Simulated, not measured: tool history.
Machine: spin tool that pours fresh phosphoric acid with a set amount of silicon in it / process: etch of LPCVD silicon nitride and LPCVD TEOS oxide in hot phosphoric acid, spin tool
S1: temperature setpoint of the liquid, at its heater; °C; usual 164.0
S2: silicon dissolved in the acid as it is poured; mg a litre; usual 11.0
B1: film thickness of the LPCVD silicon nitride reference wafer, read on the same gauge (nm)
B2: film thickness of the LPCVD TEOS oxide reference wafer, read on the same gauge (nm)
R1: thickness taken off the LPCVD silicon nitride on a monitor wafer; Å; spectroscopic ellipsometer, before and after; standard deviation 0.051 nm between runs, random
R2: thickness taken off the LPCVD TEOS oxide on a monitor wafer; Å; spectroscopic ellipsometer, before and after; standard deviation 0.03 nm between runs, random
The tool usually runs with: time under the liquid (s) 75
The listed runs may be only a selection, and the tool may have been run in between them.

Run 1, hour 0.0: usual settings but S1 163.0 °C, S2 3.0 mg a litre, time under the liquid (s) 65; B1 120.02; B2 99.978. Result: R1 57.9 Å, R2 2.04 Å.
Run 2, hour 12.3: usual settings but S1 165.5 °C, time under the liquid (s) 35; B1 120.01; B2 99.981. Result: R1 33.6 Å, R2 1.03 Å.
Run 3, hour 25.5: usual settings but S1 162.0 °C, S2 6.5 mg a litre, time under the liquid (s) 100; B1 119.99; B2 99.996. Result: R1 86.3 Å, R2 2.59 Å.
Run 4, hour 35.8: usual settings but S1 161.5 °C, time under the liquid (s) 45; B1 119.99; B2 99.997. Result: R1 37.8 Å, R2 1.18 Å.
Run 5, hour 43.6: usual settings but S1 167.0 °C, S2 8.0 mg a litre, time under the liquid (s) 105; B1 120.03; B2 100.029. Result: R1 105.4 Å, R2 3.52 Å.
Run 6, hour 55.2: usual settings but time under the liquid (s) 45; B1 120.02; B2 100.008. Result: R1 40.6 Å, R2 1.11 Å.
Run 7, hour 70.9: usual settings but S1 163.0 °C, S2 14.5 mg a litre; B1 120.01; B2 99.997. Result: R1 66.5 Å, R2 1.94 Å.
Run 8, hour 82.4: usual settings but S1 163.0 °C, S2 19.5 mg a litre, time under the liquid (s) 40; B1 120.03; B2 100.047. Result: R1 34.8 Å, R2 0.81 Å.
Run 9, hour 91.4: usual settings; B1 120.02; B2 99.998. Result: R1 68.3 Å, R2 2.17 Å.
At hour 96.9: gauge calibrated.
At hour 99.2: thermometer replaced.
Run 10, hour 106.2: usual settings but S1 161.0 °C, S2 19.5 mg a litre, time under the liquid (s) 40; B1 120.05; B2 100.054. Result: R1 36.5 Å, R2 0.81 Å.
Run 11, hour 115.4: usual settings; B1 120.02; B2 100.015. Result: R1 74.8 Å, R2 3.28 Å.
Run 12, hour 128.4: usual settings but S2 13.5 mg a litre, time under the liquid (s) 60; B1 120.05; B2 100.008. Result: R1 59.2 Å, R2 2.38 Å.
At hour 139.5: dissolved silicon flow meter replaced.
Run 13, hour 140.6: usual settings but S1 162.0 °C; B1 119.97; B2 99.989. Result: R1 70.1 Å, R2 1.86 Å.
Run 14, hour 151.0: usual settings but S1 166.5 °C; B1 120.01; B2 99.933. Result: R1 80.6 Å, R2 3.55 Å.
Run 15, hour 170.5: usual settings; B1 120.04; B2 99.988. Result: R1 74.4 Å, R2 2.45 Å.
Run 16, hour 188.0: usual settings but S1 161.0 °C; B1 119.97; B2 100.011. Result: R1 66.9 Å, R2 2.31 Å.
Run 17, hour 198.5: usual settings but time under the liquid (s) 35; B1 120.00; B2 100.011. Result: R1 34.2 Å, R2 1.35 Å.
Run 18, hour 214.5: usual settings; B1 120.02; B2 100.029. Result: R1 74.2 Å, R2 2.85 Å.

Predict the results of run 19:
Run 19, hour 229.7: usual settings but S2 18.5 mg a litre, time under the liquid (s) 90; B1 ?; B2 ?. Result: R1 ?, R2 ?.

{"run 19": {"B1": 119.99, "B2": 100.027, "R1": 87.4, "R2": 2.89}}
Take away the tool's hidden state, keep the run-to-run variation as it was, and the same run would have given R1 92.9 Å, R2 3.30 Å.

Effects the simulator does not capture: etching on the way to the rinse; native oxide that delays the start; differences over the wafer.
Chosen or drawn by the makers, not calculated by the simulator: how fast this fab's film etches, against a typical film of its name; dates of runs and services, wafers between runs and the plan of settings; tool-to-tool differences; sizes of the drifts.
